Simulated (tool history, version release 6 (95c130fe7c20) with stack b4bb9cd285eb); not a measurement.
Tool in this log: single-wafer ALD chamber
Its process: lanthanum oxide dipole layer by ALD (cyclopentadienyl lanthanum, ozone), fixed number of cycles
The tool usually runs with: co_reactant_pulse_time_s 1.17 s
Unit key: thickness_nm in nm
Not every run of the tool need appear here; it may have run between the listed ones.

| run | hour | co_reactant_pulse_time_s | read-back reference wafer on the same gauge, thickness_nm | thickness_nm |
|---|---|---|---|---|
| 1 | 0 | 1.48 | 0.644 | 0.579 |
| 2 | 8.3 | 1.48 | 0.644 | 0.579 |
| 3 | 25.5 | 1.48 | 0.643 | 0.584 |
| 4 | 34.6 | 1.17 | 0.643 | 0.557 |
| 5 | 66 | 1.17 | 0.643 | 0.558 |
| 6 | 79.5 | 1.05 | 0.643 | 0.543 |
| 7 | 126.4 | 1.05 | 0.644 | 0.543 |
| 8 | 134.2 | 1.17 | 0.643 | 0.556 |
| 9 | 149.6 | 1.17 | 0.643 | 0.555 |
| 10 | 157 | 1.17 | 0.643 | 0.557 |
|  | 161.3 | gauge calibrated |
|  | 174.9 | ozone generator serviced |
| 11 | 175.4 | 1.33 | 0.642 | 0.572 |
| 12 | 181 | 1.33 | 0.643 | 0.568 |
| 13 | 196.1 | 1.17 | 0.642 | 0.557 |
| 14 | 207.2 | 1.01 | 0.643 | 0.539 |
| 15 | 248.9 | 0.94 | 0.643 | 0.528 |
| 16 | 257.7 | 1.31 | 0.643 | 0.568 |
| 17 | 274.7 | 1.63 | 0.643 | 0.586 |
| 18 | 281.2 | 1.17 | 0.642 | 0.558 |
|  | 298.2 | showerhead replaced |
| 19 | 298.7 | 0.74 | 0.643 | 0.496 |
| 20 | 303.9 | 0.87 | 0.643 | 0.518 |
| 21 | 317.7 | 1.3 | 0.644 | 0.568 |
| 22 | 323.9 | 1.5 | 0.643 | 0.58 |
| 23 | 338.7 | 1.35 | 0.642 | 0.57 |
|  | 351.5 | thermocouple changed; heater temperature recalibrated |
| 24 | 353.5 | 0.75 | 0.643 | 0.496 |
| 25 | 363.5 | 1.32 | 0.643 | 0.567 |
| 26 | 370.2 | 1.17 | 0.643 | 0.555 |
| 27 | 406.9 | 1.17 | 0.643 | 0.556 |
| 28 | 413.3 | 1.52 | 0.642 | 0.583 |
| 29 | 419.7 | 1.37 | 0.643 | 0.573 |
| 30 | 429.5 | 0.73 | 0.643 | 0.491 |
| 31 | 444 | 1.59 | 0.643 | 0.586 |

State the hidden condition of the tool at each of the runs:
wafer temperature above the value expected at the setpoint (K): 0 at every run
ozone dose above that of a generator just serviced (%): 0 at every run
gauge reads high (%): 0 at every run

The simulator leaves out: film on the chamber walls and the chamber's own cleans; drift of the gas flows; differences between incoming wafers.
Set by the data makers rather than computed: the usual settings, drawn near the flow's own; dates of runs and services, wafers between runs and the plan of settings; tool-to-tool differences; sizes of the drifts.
